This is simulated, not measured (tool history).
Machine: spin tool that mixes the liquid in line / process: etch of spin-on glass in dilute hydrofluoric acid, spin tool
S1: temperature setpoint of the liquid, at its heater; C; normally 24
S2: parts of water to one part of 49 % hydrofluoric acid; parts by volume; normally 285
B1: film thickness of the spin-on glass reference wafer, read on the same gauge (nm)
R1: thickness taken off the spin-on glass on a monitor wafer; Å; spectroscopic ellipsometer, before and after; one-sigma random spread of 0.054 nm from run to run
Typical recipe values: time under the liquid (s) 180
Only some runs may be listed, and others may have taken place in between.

run 1 hour=0 | S1=24 S2=350 time_under_the_liquid_(s)=180 | B1=70.02 | R1=127.3
run 2 hour=11.6 | S1=24 S2=350 time_under_the_liquid_(s)=180 | B1=70.01 | R1=127.7
run 3 hour=26.6 | S1=24 S2=285 time_under_the_liquid_(s)=180 | B1=69.96 | R1=168.5
run 4 hour=36.2 | S1=24 S2=285 time_under_the_liquid_(s)=180 | B1=70 | R1=167.5
run 5 hour=45.8 | S1=24 S2=285 time_under_the_liquid_(s)=180 | B1=69.97 | R1=168.2
run 6 hour=61.4 | S1=24 S2=285 time_under_the_liquid_(s)=180 | B1=69.98 | R1=167.4
run 7 hour=77.2 | S1=24 S2=285 time_under_the_liquid_(s)=180 | B1=69.99 | R1=168
run 8 hour=86.5 | S1=24 S2=285 time_under_the_liquid_(s)=180 | B1=69.98 | R1=167.8
run 9 hour=103.5 | S1=27 S2=285 time_under_the_liquid_(s)=110 | B1=70 | R1=114.4
run 10 hour=113.3 | S1=27 S2=285 time_under_the_liquid_(s)=110 | B1=70.01 | R1=114.2
run 11 hour=131.2 | S1=24 S2=285 time_under_the_liquid_(s)=180 | B1=70.02 | R1=168.8
run 12 hour=140.3 | S1=24 S2=285 time_under_the_liquid_(s)=260 | B1=69.98 | R1=243.5
-- hour=154 thermometer replaced
run 13 hour=154.5 | S1=21.5 S2=195 time_under_the_liquid_(s)=230 | B1=70.01 | R1=300.5
run 14 hour=164.6 | S1=24 S2=285 time_under_the_liquid_(s)=180 | B1=69.99 | R1=160
run 15 hour=175.3 | S1=24 S2=285 time_under_the_liquid_(s)=180 | B1=70.04 | R1=160.5
run 16 hour=182 | S1=24 S2=340 time_under_the_liquid_(s)=180 | B1=69.99 | R1=127.7
-- hour=187.3 gauge calibrated
-- hour=209.4 hydrofluoric acid flow meter replaced
run 17 hour=219 | S1=24 S2=285 time_under_the_liquid_(s)=180 | B1=70.05 | R1=161.8
run 18 hour=229.7 | S1=24 S2=325 time_under_the_liquid_(s)=180 | B1=70.01 | R1=135.4
run 19 hour=242.9 | S1=19 S2=285 time_under_the_liquid_(s)=125 | B1=70 | R1=93.5
run 20 hour=252.8 | S1=24 S2=335 time_under_the_liquid_(s)=180 | B1=69.99 | R1=130.5
run 21 hour=264.9 | S1=24 S2=285 time_under_the_liquid_(s)=180 | B1=69.96 | R1=162.2
run 22 hour=281.7 | S1=29 S2=165 time_under_the_liquid_(s)=80 | B1=69.99 | R1=169.3

Alternative continuations, all from the tool just after run 22; predict every row:
run A hour=282.2 | S1=28.5 S2=285 time_under_the_liquid_(s)=180 | B1=? | R1=?
run B hour=282.2 | S1=21 S2=165 time_under_the_liquid_(s)=210 | B1=? | R1=?
run C hour=282.2 | S1=28.5 S2=325 time_under_the_liquid_(s)=130 | B1=? | R1=?
run D hour=282.2 | S1=26.5 S2=145 time_under_the_liquid_(s)=180 | B1=? | R1=?
run E hour=282.2 | S1=20 S2=230 time_under_the_liquid_(s)=125 | B1=? | R1=?

run=A B1=69.95 R1=188.1
run=B B1=69.95 R1=330
run=C B1=69.95 R1=114.1
run=D B1=69.95 R1=405.8
run=E B1=69.95 R1=127
Stripped of hidden state, with their random variation kept, the same runs would have yielded:
run=A R1=183.9
run=B R1=321.3
run=C R1=111.6
run=D R1=395.5
run=E R1=123.7
